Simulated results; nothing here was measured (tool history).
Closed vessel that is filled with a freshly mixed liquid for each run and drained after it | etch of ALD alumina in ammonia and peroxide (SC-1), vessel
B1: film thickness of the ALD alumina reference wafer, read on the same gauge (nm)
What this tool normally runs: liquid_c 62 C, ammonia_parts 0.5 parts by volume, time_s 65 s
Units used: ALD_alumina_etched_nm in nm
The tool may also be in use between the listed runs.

{"run": 1, "hour": 0.0, "liquid_c": 62, "ammonia_parts": 0.5, "time_s": 65, "B1": 110.04, "ALD_alumina_etched_nm": 8.16}
{"run": 2, "hour": 36.5, "liquid_c": 62, "ammonia_parts": 0.5, "time_s": 65, "B1": 109.99, "ALD_alumina_etched_nm": 8.15}
{"run": 3, "hour": 68.4, "liquid_c": 62, "ammonia_parts": 0.5, "time_s": 65, "B1": 110.01, "ALD_alumina_etched_nm": 8.12}
{"hour": 83.2, "done": "gauge calibrated"}
{"hour": 127.6, "done": "new drum of ammonia solution connected"}
{"run": 4, "hour": 135.0, "liquid_c": 62, "ammonia_parts": 0.5, "time_s": 65, "B1": 110.02, "ALD_alumina_etched_nm": 8.09}
{"run": 5, "hour": 192.9, "liquid_c": 62, "ammonia_parts": 0.5, "time_s": 65, "B1": 110.03, "ALD_alumina_etched_nm": 8.04}
{"run": 6, "hour": 226.0, "liquid_c": 62, "ammonia_parts": 0.5, "time_s": 65, "B1": 109.96, "ALD_alumina_etched_nm": 8.09}
{"run": 7, "hour": 260.5, "liquid_c": 58, "ammonia_parts": 0.5, "time_s": 65, "B1": 109.97, "ALD_alumina_etched_nm": 6.55}
{"run": 8, "hour": 304.8, "liquid_c": 58, "ammonia_parts": 0.5, "time_s": 65, "B1": 109.97, "ALD_alumina_etched_nm": 6.55}
{"hour": 309.4, "done": "ammonia flow meter replaced"}
{"run": 9, "hour": 335.7, "liquid_c": 59, "ammonia_parts": 0.5, "time_s": 65, "B1": 109.97, "ALD_alumina_etched_nm": 6.85}
{"run": 10, "hour": 377.0, "liquid_c": 70, "ammonia_parts": 0.25, "time_s": 80, "B1": 110.02, "ALD_alumina_etched_nm": 13.58}
{"run": 11, "hour": 434.8, "liquid_c": 58, "ammonia_parts": 0.5, "time_s": 65, "B1": 109.97, "ALD_alumina_etched_nm": 6.45}
{"hour": 510.4, "done": "new drum of ammonia solution connected"}
{"run": 12, "hour": 518.7, "liquid_c": 70, "ammonia_parts": 0.25, "time_s": 100, "B1": 109.96, "ALD_alumina_etched_nm": 16.87}
{"hour": 526.4, "done": "gauge calibrated"}
{"run": 13, "hour": 551.9, "liquid_c": 62, "ammonia_parts": 0.35, "time_s": 65, "B1": 110.03, "ALD_alumina_etched_nm": 7.56}
{"run": 14, "hour": 622.8, "liquid_c": 58.5, "ammonia_parts": 0.5, "time_s": 80, "B1": 109.97, "ALD_alumina_etched_nm": 8.05}

Run 15 comes next. What will it give?
{"hour": 651.3, "done": "thermometer replaced"}
{"run": 15, "hour": 680.4, "liquid_c": 65, "ammonia_parts": 0.5, "time_s": 85, "B1": "?", "ALD_alumina_etched_nm": "?"}

B1: 109.96
ALD_alumina_etched_nm: 12.51 nm
The same run, on a tool lacking any hidden state, would have yielded ALD_alumina_etched_nm 12.59 nm.
